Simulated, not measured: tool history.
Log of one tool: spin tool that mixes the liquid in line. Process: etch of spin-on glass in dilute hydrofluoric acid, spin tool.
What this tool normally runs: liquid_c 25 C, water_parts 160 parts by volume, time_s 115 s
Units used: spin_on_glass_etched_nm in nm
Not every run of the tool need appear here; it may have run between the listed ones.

run   hour  liquid_c  water_parts  time_s  wafers since the last listed run  hours since the thermometer was replaced  hours since the hydrofluoric acid flow meter was replaced  hours since the gauge calibration  read-back film thickness of the spin-on glass reference wafer, read on the same gauge (nm)  spin_on_glass_etched_nm
  1      0        25          100      80                                 0                                     540.2                                                     1709.2                              185.5                                                                                       79.98                     34.3
  2    6.1        25          220     130                                72                                     546.3                                                     1715.3                              191.6                                                                                       79.96                    21.99
  3   15.7        25          160     115                               113                                     555.9                                                     1724.9                              201.2                                                                                       80.05                    28.78
  4     26        25          160     115                               121                                     566.2                                                     1735.2                              211.5                                                                                          80                    28.58
  5   41.3        25          160     115                               180                                     581.5                                                     1750.5                              226.8                                                                                       79.99                    28.55
  6   58.8        25          160     115                               206                                       599                                                       1768                              244.3                                                                                       80.01                    28.48
  7   66.6        25          160     115                                92                                     606.8                                                     1775.8                              252.1                                                                                       79.99                    28.58
  8   77.6        25          160     115                               129                                     617.8                                                     1786.8                              263.1                                                                                       79.95                    28.59
  9   95.5        25          160      85                               211                                     635.7                                                     1804.7                                281                                                                                       79.95                    21.01
 10  105.3        25          160      85                               115                                     645.5                                                     1814.5                              290.8                                                                                       80.02                    20.91
       145  -- hydrofluoric acid flow meter replaced
 11  155.2        25          160      85                               577                                     695.4                                                       10.2                              340.7                                                                                       79.99                    20.95
 12  170.6        25          160     115                               181                                     710.8                                                       25.6                              356.1                                                                                       80.01                    28.24
     182.7  -- gauge calibrated
 13    184        25          160     115                               158                                     724.2                                                         39                                1.3                                                                                       79.97                    27.93
 14  193.2        25          115     115                               108                                     733.4                                                       48.2                               10.5                                                                                       80.06                    41.16
 15    206        25          210     115                               151                                     746.2                                                         61                               23.3                                                                                       79.98                    20.27
 16  213.4        23          215     115                                87                                     753.6                                                       68.4                               30.7                                                                                       80.03                    18.31
 17  221.9        25          160      85                               100                                     762.1                                                       76.9                               39.2                                                                                       80.01                    20.66
 18    232      21.5          160      90                               119                                     772.2                                                         87                               49.3                                                                                       79.99                     19.2
 19  239.8        21          225     170                                92                                       780                                                       94.8                               57.1                                                                                       79.98                    23.64
 20  252.9        25          160     115                               154                                     793.1                                                      107.9                               70.2                                                                                       80.02                    27.86
     256.2  -- thermometer replaced
 21  259.9      27.5          220     115                                70                                       3.7                                                      114.9                               77.2                                                                                       80.01                    23.03
 22  277.3        25          160     115                               205                                      21.1                                                      132.3                               94.6                                                                                       80.04                     30.6
 23  301.9        25           90      70                               290                                      45.7                                                      156.9                              119.2                                                                                       79.97                    36.17
 24  318.7        27          160      65                               198                                      62.5                                                      173.7                                136                                                                                       80.01                    18.53
 25  332.9      29.5          135     150                               167                                      76.7                                                      187.9                              150.2                                                                                       80.05                    57.16
 26    358        25          110     115                               296                                     101.8                                                        213                              175.3                                                                                       79.99                    47.01
 27  369.7        25          235     115                               138                                     113.5                                                      224.7                                187                                                                                       79.98                    19.04
 28  382.4        25          160      80                               149                                     126.2                                                      237.4                              199.7                                                                                       79.97                    21.11
 29  390.4        25          140     150                                94                                     134.2                                                      245.4                              207.7                                                                                       80.06                    46.31

Consider 5 possible next runs. They are alternatives, not a sequence: every one starts from the tool as it was left by run 29. What does each give?
  A  390.8        25          160     165                                 4                                     134.6                                                      245.8                              208.1                                                                                           ?                        ?
  B  390.8      27.5          140     115                                 4                                     134.6                                                      245.8                              208.1                                                                                           ?                        ?
  C  390.8        25          160     150                                 4                                     134.6                                                      245.8                              208.1                                                                                           ?                        ?
  D  390.8        21           95     180                                 4                                     134.6                                                      245.8                              208.1                                                                                           ?                        ?
  E  390.8      23.5          115     180                                 4                                     134.6                                                      245.8                              208.1                                                                                           ?                        ?

run  read-back film thickness of the spin-on glass reference wafer, read on the same gauge (nm)  spin_on_glass_etched_nm
  A                                                                                       80.05                    43.51
  B                                                                                       80.05                    38.98
  C                                                                                       80.05                    39.55
  D                                                                                       80.05                    73.54
  E                                                                                       80.05                    65.65
With the hidden condition removed and each run's random variation left untouched, the same runs would have given:
run  spin_on_glass_etched_nm
  A                    44.25
  B                    39.64
  C                    40.23
  D                    74.91
  E                    66.83
